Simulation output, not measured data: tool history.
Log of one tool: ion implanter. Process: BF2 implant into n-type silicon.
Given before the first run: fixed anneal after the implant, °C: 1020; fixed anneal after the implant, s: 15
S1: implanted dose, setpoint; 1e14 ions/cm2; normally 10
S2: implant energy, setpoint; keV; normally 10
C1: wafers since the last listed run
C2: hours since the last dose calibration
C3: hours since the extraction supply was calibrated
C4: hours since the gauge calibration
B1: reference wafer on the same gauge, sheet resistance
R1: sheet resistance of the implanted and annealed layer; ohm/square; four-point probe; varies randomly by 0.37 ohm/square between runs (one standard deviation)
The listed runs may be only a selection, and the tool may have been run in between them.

run   hour     S1    S2   C1      C2      C3     C4      B1      R1
  1      0     10    10    0  1279.6  2914.2    115     200  244.51
  2     27     10    10  247  1306.6  2941.2    142  200.01  244.32
  3    111     10   7.5  769  1390.6  3025.2    226  199.99  264.88
  4  140.3     10  11.5  268  1419.9  3054.5  255.3  199.98  234.74
  5  158.6     10  11.5  167  1438.2  3072.8  273.6  199.98  233.76
  6  184.7     10  11.5  239  1464.3  3098.9  299.7  200.06  234.39
  7  200.6     10    10  145  1480.2  3114.8  315.6  199.98  244.38
  8  229.8  12.13   7.5  267  1509.4    3144  344.8  199.98  249.61
  9  243.3  12.13   7.5  123  1522.9  3157.5  358.3     200  250.26
 10    278  12.13   7.5  317  1557.6  3192.2    393  200.01  249.98
 11  312.4     10    10  315    1592  3226.6  427.4     200  243.91
     328.3  -- gauge calibrated
 12  333.7     10    10  195  1613.3  3247.9    5.4  199.96  243.74
 13  358.3     10    10  225  1637.9  3272.5     30  199.99  243.64
 14  371.7     10    10  122  1651.3  3285.9   43.4     200   243.3
 15  398.2     10    10  242  1677.8  3312.4   69.9  199.94  243.22
       437  -- Faraday cup replaced and dose calibrated
 16  437.5  10.84  11.5  286     0.5  3351.7  109.2  199.98  231.16
 17  456.4   8.17  13.5  173    19.4  3370.6  128.1     200  242.42
 18  486.6  11.22  12.5  276    49.6  3400.8  158.3  199.95   222.8
 19  513.9   7.75    10  250    76.9  3428.1  185.6  199.98  273.34
 20  526.4  12.94  11.5  114    89.4  3440.6  198.1  199.98  220.89
 21  547.3   7.11     8  191   110.3  3461.5    219  199.99  305.47
 22  570.6   8.56    10  213   133.6  3484.8  242.3     200  262.01
 23  594.6     10    10  219   157.6  3508.8  266.3  199.96     248
     619.2  -- extraction supply calibrated
 24  619.7  11.99    10  156   182.7     0.5  291.4  199.95  234.11
 25  639.7   12.2    10  183   202.7    20.5  311.4  200.04   233.2
 26  653.3  10.82   6.5  124   216.3    34.1    325  200.01  270.47
 27  678.4   7.11     8  230   241.4    59.2  350.1     200  305.91
 28  704.7  12.79   6.5  241   267.7    85.5  376.4  199.99  257.87
 29  733.1     10    10  260   296.1   113.9  404.8  199.98  247.34
 30  761.7  12.68  12.5  262   324.7   142.5  433.4  199.99  215.51
 31  792.7     10    10  284   355.7   173.5  464.4  199.99  246.67

Per-run results on a tool with no hidden state, each run keeping its own random variation:
Hidden state at play: deviation of the true dose from the Faraday cup's reading, %; deviation of the true energy from its setpoint, %; gauge reads high (%).
run      R1
  1  247.75
  2  247.61
  3  268.95
  4  238.05
  5  237.09
  6  237.78
  7  248.02
  8  252.37
  9  253.04
 10  252.81
 11  247.77
 12  247.65
 13  247.59
 14  247.27
 15  247.25
 16   231.3
 17  242.67
 18  223.01
 19  273.83
 20  221.09
 21  306.19
 22  262.59
 23  248.51
 24  234.51
 25   233.6
 26  271.17
 27  307.15
 28  258.39
 29  248.16
 30     216
 31  247.62
